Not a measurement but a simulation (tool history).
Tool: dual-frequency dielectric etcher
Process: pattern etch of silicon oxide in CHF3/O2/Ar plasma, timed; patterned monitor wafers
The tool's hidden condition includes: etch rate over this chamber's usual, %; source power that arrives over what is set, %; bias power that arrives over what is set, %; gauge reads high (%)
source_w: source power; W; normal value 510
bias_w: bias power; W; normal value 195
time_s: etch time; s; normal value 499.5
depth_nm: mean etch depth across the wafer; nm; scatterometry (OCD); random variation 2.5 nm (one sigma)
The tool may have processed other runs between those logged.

run	hour	source_w	bias_w	time_s	wafers since the last listed run	hours since the last wet clean	hours since the last source power generator calibration	hours since the last bias power generator calibration	hours since the last upper electrode change	hours since the gauge calibration	read-back reference wafer on the same gauge, depth_nm	depth_nm
1	0	470	195	499.5	0	64.1	2644.6	2272.8	4420.6	873	1179.3	997.1
2	27.2	550	220	499.5	129	91.3	2671.8	2300	4447.8	900.2	1179.3	1159.4
3	77.8	510	195	499.5	241	141.9	2722.4	2350.6	4498.4	950.8	1180.1	1052.2
4	139.8	510	195	499.5	295	203.9	2784.4	2412.6	4560.4	1012.8	1180.2	1051.6
5	200.8	510	195	380.5	290	264.9	2845.4	2473.6	4621.4	1073.8	1180	803.3
6	232.6	510	195	380.5	151	296.7	2877.2	2505.4	4653.2	1105.6	1180.1	801.1
7	259.1	510	195	499.5	126	323.2	2903.7	2531.9	4679.7	1132.1	1180.3	1048.2
8	284.8	510	195	499.5	122	348.9	2929.4	2557.6	4705.4	1157.8	1180.1	1051.8
9	344.7	510	195	499.5	285	408.8	2989.3	2617.5	4765.3	1217.7	1179.2	1049.7
# hour 409.1: upper electrode replaced, of another model than before
10	409.6	510	153	354	194	473.7	3054.2	2682.4	0.5	1282.6	1179.8	645.5
# hour 444.7: wet clean of the chamber
11	465	510	219	641	149	20.3	3109.6	2737.8	55.9	1338	1180.6	1457.2
# hour 511.6: gauge calibrated
12	524.8	510	195	372.5	285	80.1	3169.4	2797.6	115.7	13.2	1180.2	792.1
13	589.1	510	195	499.5	306	144.4	3233.7	2861.9	180	77.5	1180.1	1058.9
14	619	460	233	499.5	142	174.3	3263.6	2891.8	209.9	107.4	1180.5	1126.8
15	660.7	610	149	621	198	216	3305.3	2933.5	251.6	149.1	1180.4	1206.6
16	694.6	510	195	372	161	249.9	3339.2	2967.4	285.5	183	1179.3	790.4
# hour 825: bias power generator calibrated
17	887.3	510	151	361	899	442.6	3531.9	62.3	478.2	375.7	1179.7	641.4
# hour 903.6: source power generator calibrated
# hour 944.3: wet clean of the chamber
18	952.2	510	208	499.5	175	7.9	48.6	127.2	543.1	440.6	1180.7	1075.2
19	985.9	510	195	499.5	160	41.6	82.3	160.9	576.8	474.3	1180.2	1038.5
20	1047.9	510	195	499.5	295	103.6	144.3	222.9	638.8	536.3	1179.9	1037
21	1108.6	590	230	401	289	164.3	205	283.6	699.5	597	1179.8	971.3
22	1133.5	400	239	547.5	118	189.2	229.9	308.5	724.4	621.9	1180.1	1151.2
23	1199.1	510	195	499.5	312	254.8	295.5	374.1	790	687.5	1179.7	1039.9
24	1263.2	510	195	499.5	305	318.9	359.6	438.2	854.1	751.6	1179.6	1043.9
25	1300.9	410	195	499.5	179	356.6	397.3	475.9	891.8	789.3	1180.2	951
26	1335.7	510	195	499.5	165	391.4	432.1	510.7	926.6	824.1	1180.2	1043.4
# hour 1413.8: wet clean of the chamber
27	1414.3	600	152	429	260	0.5	510.7	589.3	1005.2	902.7	1180.1	823
28	1451.2	590	217	499.5	175	37.4	547.6	626.2	1042.1	939.6	1179.6	1177.3

5 ways to go on from here, each from the tool as it stands after run 28. What would each give?
A	1451.8	510	219	499.5	2	38	548.2	626.8	1042.7	940.2	?	?
B	1451.8	420	195	445.5	2	38	548.2	626.8	1042.7	940.2	?	?
C	1451.8	380	164	499.5	2	38	548.2	626.8	1042.7	940.2	?	?
D	1451.8	440	230	499.5	2	38	548.2	626.8	1042.7	940.2	?	?
E	1451.8	640	235	564	2	38	548.2	626.8	1042.7	940.2	?	?

run	read-back reference wafer on the same gauge, depth_nm	depth_nm
A	1180.4	1112.3
B	1180.4	856.6
C	1180.4	828.2
D	1180.4	1075.4
E	1180.4	1431.5
What these runs would have given with no unlogged condition in the tool:
run	depth_nm
A	1103.1
B	849.6
C	821.7
D	1066.3
E	1419.5
